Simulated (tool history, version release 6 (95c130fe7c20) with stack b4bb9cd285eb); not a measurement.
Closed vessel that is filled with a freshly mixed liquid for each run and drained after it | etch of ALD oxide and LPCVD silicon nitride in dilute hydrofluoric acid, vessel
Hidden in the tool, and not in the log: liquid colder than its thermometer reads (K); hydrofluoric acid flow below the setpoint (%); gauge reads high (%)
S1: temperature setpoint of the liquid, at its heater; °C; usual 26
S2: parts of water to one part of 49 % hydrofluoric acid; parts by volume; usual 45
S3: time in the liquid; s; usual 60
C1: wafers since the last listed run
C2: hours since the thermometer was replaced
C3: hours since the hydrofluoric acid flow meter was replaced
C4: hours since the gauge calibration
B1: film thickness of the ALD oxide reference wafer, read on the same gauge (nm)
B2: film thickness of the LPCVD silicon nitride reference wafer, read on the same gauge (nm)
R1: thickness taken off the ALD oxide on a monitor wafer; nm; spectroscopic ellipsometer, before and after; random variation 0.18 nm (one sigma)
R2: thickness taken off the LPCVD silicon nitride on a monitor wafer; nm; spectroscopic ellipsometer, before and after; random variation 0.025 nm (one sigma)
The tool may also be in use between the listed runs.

run   hour    S1  S2  S3    C1      C2      C3     C4     B1      B2     R1     R2
  1      0  22.5  45  35     0   692.5  2010.9  383.2  40.01  90.036  13.38  0.287
  2   28.7  22.5  45  35  3429   721.2  2039.6  411.9     40  89.976  13.25  0.282
  3   44.6  22.5  45  35  1900   737.1  2055.5  427.8  39.99  90.026  13.11   0.27
  4   85.4    24  45  80  4875   777.9  2096.3  468.6  39.99   90.02  31.65  0.702
  5  120.4    24  45  80  4182   812.9  2131.3  503.6     40  90.016  31.34  0.709
  6  132.9    26  45  60  1493   825.4  2143.8  516.1  40.01  90.015  25.82  0.614
  7  161.5    26  45  60  3417     854  2172.4  544.7  39.99  90.023  25.68  0.609
  8  194.2    26  45  60  3907   886.7  2205.1  577.4  40.02  90.001  25.45  0.557
     200.9  -- gauge calibrated
  9  224.8    26  45  60  3656   917.3  2235.7   23.9  40.01  89.986  25.19  0.593
 10  266.4    26  30  90  4971   958.9  2277.3   65.5  39.99  90.041  58.45  1.302
 11  295.7  21.5  45  85  3501   988.2  2306.6   94.8  39.99  89.993  29.37  0.623
 12  315.8  22.5  60  35  2401  1008.3  2326.7  114.9     40  89.941    9.2  0.204
     333.4  -- thermometer replaced
 13  350.9  22.5  60  35  4075    17.5  2361.8    150  39.99  89.975  10.05   0.22
     371.5  -- hydrofluoric acid flow meter replaced
 14  372.4    26  30  70  2449      39     0.9  171.5  40.03  89.987  56.29  1.263
 15  404.3  22.5  45  35  3812    70.9    32.8  203.4  40.01  89.994  15.87  0.334
 16  420.6  28.5  55  40  1947    87.2    49.1  219.7  39.97  89.977  18.52  0.488
 17  454.2  22.5  45  45  4015   120.8    82.7  253.3  40.03  90.052  20.18  0.433
 18  473.1  22.5  45  60  2258   139.7   101.6  272.2  40.01  90.017   26.8  0.562
 19  494.1    23  60  30  2509   160.7   122.6  293.2  39.99  90.001   10.1  0.232

Measured less the same run without the tool's hidden state. The same run-to-run variation is in both; the gauge's scatter may not be:
run     R1      R2
  1     -3  -0.075
  2  -3.04  -0.076
  3  -3.04  -0.074
  4  -7.57  -0.199
  5  -7.71  -0.207
  6  -6.39  -0.181
  7   -6.5  -0.184
  8   -6.6  -0.173
  9  -6.67  -0.189
 10  -15.8  -0.429
 11  -8.25  -0.213
 12  -2.64  -0.071
 13  -1.84  -0.037
 14  -0.92  -0.028
 15  -0.33   -0.01
 16  -0.43  -0.015
 17  -0.58  -0.017
 18  -0.84  -0.024
 19  -0.35  -0.011

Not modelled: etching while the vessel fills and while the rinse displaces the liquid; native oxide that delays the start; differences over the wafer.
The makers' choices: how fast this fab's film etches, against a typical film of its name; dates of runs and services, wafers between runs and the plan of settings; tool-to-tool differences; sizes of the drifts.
